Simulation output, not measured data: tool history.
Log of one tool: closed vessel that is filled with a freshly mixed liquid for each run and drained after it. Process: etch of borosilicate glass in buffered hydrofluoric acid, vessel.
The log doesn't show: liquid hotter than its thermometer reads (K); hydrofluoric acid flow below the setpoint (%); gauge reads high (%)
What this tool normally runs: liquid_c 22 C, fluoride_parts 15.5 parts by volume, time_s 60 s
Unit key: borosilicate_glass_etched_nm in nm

run	hour	liquid_c	fluoride_parts	time_s	wafers since the last listed run	hours since the thermometer was replaced	hours since the hydrofluoric acid flow meter was replaced	hours since the gauge calibration	read-back film thickness of the borosilicate glass reference wafer, read on the same gauge (nm)	borosilicate_glass_etched_nm
1	0	22	15.5	60	0	1261.5	227.5	478.9	130.01	45.99
2	159.8	22	15.5	60	10010	1421.3	387.3	638.7	130.03	46.28
3	219.4	22	15.5	60	3733	1480.9	446.9	698.3	129.99	46.31
4	267.4	22	15.5	60	3006	1528.9	494.9	746.3	130.02	47.18
# hour 288.8: gauge calibrated
5	308	22	15.5	60	2543	1569.5	535.5	19.2	129.98	47.11
6	376.8	22	15.5	60	4309	1638.3	604.3	88	130.02	47.06
7	421.3	22	15.5	60	2787	1682.8	648.8	132.5	129.97	47.59
8	475.8	22	15.5	60	3414	1737.3	703.3	187	130.03	47.77
9	547	19	15.5	60	4460	1808.5	774.5	258.2	130	40.36
10	611.3	19	11	60	4027	1872.8	838.8	322.5	130	57.33
11	682.4	22	20	70	4453	1943.9	909.9	393.6	129.98	43.73
12	723	22	15.5	60	2543	1984.5	950.5	434.2	130	48.57
13	772	22	15.5	60	3069	2033.5	999.5	483.2	129.97	47.71
14	830.9	22	12.5	60	3689	2092.4	1058.4	542.1	130.01	59.81
15	896.5	19.5	17.5	70	4109	2158	1124	607.7	130	43.49
16	923	22	15.5	60	1660	2184.5	1150.5	634.2	129.98	48.48
# hour 992.2: thermometer replaced
# hour 994.2: hydrofluoric acid flow meter replaced
17	994.7	18	15.5	35	4366	2.5	0.5	705.9	129.99	20.09
18	1022	22	12	60	1710	29.8	27.8	733.2	129.94	54.51
19	1081	22	15.5	60	3695	88.8	86.8	792.2	130.06	42.65
# hour 1090: gauge calibrated
20	1114.1	19.5	15.5	60	2073	121.9	119.9	24.1	129.97	37.59
21	1178.2	22	15.5	60	4015	186	184	88.2	130.02	43.2
22	1207.6	27	14	90	1841	215.4	213.4	117.6	129.98	92.57
23	1270.4	26.5	18.5	35	3934	278.2	276.2	180.4	130	26.55

Forecast run 24:
24	1299.7	22	15.5	35	1835	307.5	305.5	209.7	?	?

read-back film thickness of the borosilicate glass reference wafer, read on the same gauge (nm): 129.98
borosilicate_glass_etched_nm: 25.12 nm
Take away the tool's hidden state, keep the run-to-run variation as it was, and the same run would have given borosilicate_glass_etched_nm 24.4 nm.
